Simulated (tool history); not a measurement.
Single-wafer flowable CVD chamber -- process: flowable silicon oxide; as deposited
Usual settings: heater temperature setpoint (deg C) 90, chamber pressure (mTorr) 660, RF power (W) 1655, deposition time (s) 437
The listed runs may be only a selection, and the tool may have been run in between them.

run,day,heater temperature setpoint (deg C),chamber pressure (mTorr),RF power (W),deposition time (s),wafers since the last listed run,hours since the last thermocouple change,hours since the last RF generator calibration,hours since the last manometer calibration,hours since the showerhead was replaced,hours since the gauge calibration,"read-back reference wafer on the same gauge, thickness_nm",mean film thickness on the monitor wafer (nm)
1,0.000,90,762,1655,437,0,2911.9,529.5,1056.0,5450.4,467.2,289.389,294.895
2,0.921,90,660,1655,437,84,2934.0,551.6,1078.1,5472.5,489.3,289.307,256.473
3,1.425,90,660,1655,437,46,2946.1,563.7,1090.2,5484.6,501.4,290.065,255.957
# day 1.712: gauge calibrated
4,2.258,90,660,1655,437,76,2966.1,583.7,1110.2,5504.6,13.1,290.183,254.890
5,3.492,90,660,1655,437,113,2995.7,613.3,1139.8,5534.2,42.7,290.273,254.766
6,4.700,90,660,1825,437,111,3024.7,642.3,1168.8,5563.2,71.7,289.818,260.844
7,5.771,90,660,1825,437,98,3050.4,668.0,1194.5,5588.9,97.4,289.539,263.485
8,6.583,90,660,1655,406,74,3069.9,687.5,1214.0,5608.4,116.9,290.238,235.839
9,7.458,90,660,1655,406,80,3090.9,708.5,1235.0,5629.4,137.9,289.903,236.134
10,8.650,100,713,1655,437,109,3119.5,737.1,1263.6,5658.0,166.5,290.556,205.591
11,10.242,100,713,1655,437,146,3157.7,775.3,1301.8,5696.2,204.7,290.084,206.486
# day 11.042: showerhead replaced
12,11.062,100,713,1655,437,44,3177.4,795.0,1321.5,0.5,224.4,289.947,206.685
13,12.388,90,660,1655,437,122,3209.2,826.8,1353.3,32.3,256.2,289.501,253.087
# day 12.833: capacitance manometer re-zeroed and calibrated
14,13.558,90,660,1655,437,77,3237.3,854.9,17.4,60.4,284.3,289.964,254.484
15,14.862,90,660,1655,437,120,3268.6,886.2,48.7,91.7,315.6,289.557,253.886
# day 15.412: RF generator calibrated
# day 15.583: thermocouple changed; heater temperature recalibrated
16,16.021,77,508,1655,375,60,10.5,14.6,76.5,119.5,343.4,289.633,241.208
17,16.850,90,762,1655,437,76,30.4,34.5,96.4,139.4,363.3,289.978,299.403
18,18.033,90,660,1655,437,109,58.8,62.9,124.8,167.8,391.7,289.958,258.323
19,19.283,90,660,1740,437,115,88.8,92.9,154.8,197.8,421.7,290.396,262.404
20,19.992,90,498,1655,474,65,105.8,109.9,171.8,214.8,438.7,289.883,211.494
21,21.054,90,755,1480,437,97,131.3,135.4,197.3,240.3,464.2,289.912,284.577
22,22.167,90,660,1655,437,102,158.0,162.1,224.0,267.0,490.9,290.113,259.676
23,22.983,90,755,1480,437,75,177.6,181.7,243.6,286.6,510.5,289.853,284.824
24,23.704,104,815,1445,437,66,194.9,199.0,260.9,303.9,527.8,289.958,201.800
# day 24.062: gauge calibrated
25,25.142,80,774,1895,371,132,229.4,233.5,295.4,338.4,25.9,290.117,350.260
26,26.138,90,536,1655,410,91,253.3,257.4,319.3,362.3,49.8,289.958,197.685
27,26.988,99,660,1655,465,78,273.7,277.8,339.7,382.7,70.2,290.277,211.708
28,31.400,90,660,1395,477,406,379.6,383.7,445.6,488.6,176.1,290.132,262.476

Each row is a separate what-if for the run after 28, all from the same tool condition, not one after another. Results?
A,31.421,90,660,1655,397,1,380.1,384.2,446.1,489.1,176.6,?,?
B,31.421,90,523,1550,515,1,380.1,384.2,446.1,489.1,176.6,?,?
C,31.421,90,660,1780,492,1,380.1,384.2,446.1,489.1,176.6,?,?

run,"read-back reference wafer on the same gauge, thickness_nm",mean film thickness on the monitor wafer (nm)
A,289.893,232.257
B,289.893,234.297
C,289.893,293.960
With no hidden state in the tool, these same runs would have given:
run,mean film thickness on the monitor wafer (nm)
A,234.396
B,237.023
C,296.666
